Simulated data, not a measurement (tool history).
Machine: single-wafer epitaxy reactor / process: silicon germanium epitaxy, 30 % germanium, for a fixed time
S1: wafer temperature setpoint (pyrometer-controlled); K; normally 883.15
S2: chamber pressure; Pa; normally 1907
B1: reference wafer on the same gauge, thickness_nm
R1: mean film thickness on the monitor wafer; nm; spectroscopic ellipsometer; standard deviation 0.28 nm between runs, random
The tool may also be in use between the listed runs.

run 1 hour=0.0 | S1=883.15 S2=1907 | B1=63.518 | R1=66.004
run 2 hour=26.2 | S1=883.15 S2=1907 | B1=63.586 | R1=66.106
run 3 hour=83.0 | S1=883.15 S2=1907 | B1=63.489 | R1=65.743
run 4 hour=117.8 | S1=883.15 S2=1907 | B1=63.460 | R1=66.221
run 5 hour=155.8 | S1=883.15 S2=1907 | B1=63.462 | R1=66.119
run 6 hour=251.8 | S1=875.15 S2=1560 | B1=63.454 | R1=53.550
-- hour=297.0 gauge calibrated
run 7 hour=305.2 | S1=875.15 S2=1560 | B1=63.437 | R1=53.770
run 8 hour=331.2 | S1=883.15 S2=1907 | B1=63.549 | R1=66.349
run 9 hour=391.7 | S1=883.15 S2=1907 | B1=63.496 | R1=66.146
-- hour=407.0 pyrometer calibrated
-- hour=424.9 capacitance manometer re-zeroed and calibrated
run 10 hour=425.4 | S1=888.15 S2=1480 | B1=63.555 | R1=64.962
run 11 hour=476.3 | S1=883.15 S2=1747 | B1=63.488 | R1=61.633
-- hour=543.1 showerhead replaced, of another model than before
run 12 hour=546.5 | S1=895.15 S2=2200 | B1=63.560 | R1=81.587
run 13 hour=593.8 | S1=883.15 S2=1907 | B1=63.491 | R1=63.370
run 14 hour=747.8 | S1=892.15 S2=1440 | B1=63.530 | R1=73.969
run 15 hour=794.1 | S1=883.15 S2=1480 | B1=63.486 | R1=62.094

Expected results for the next run?
run 16 hour=819.2 | S1=879.15 S2=1720 | B1=? | R1=?

B1: 63.519
R1: 59.057 nm
With the hidden condition absent and the run-to-run variation left alone, this run would have shown R1 56.549 nm.
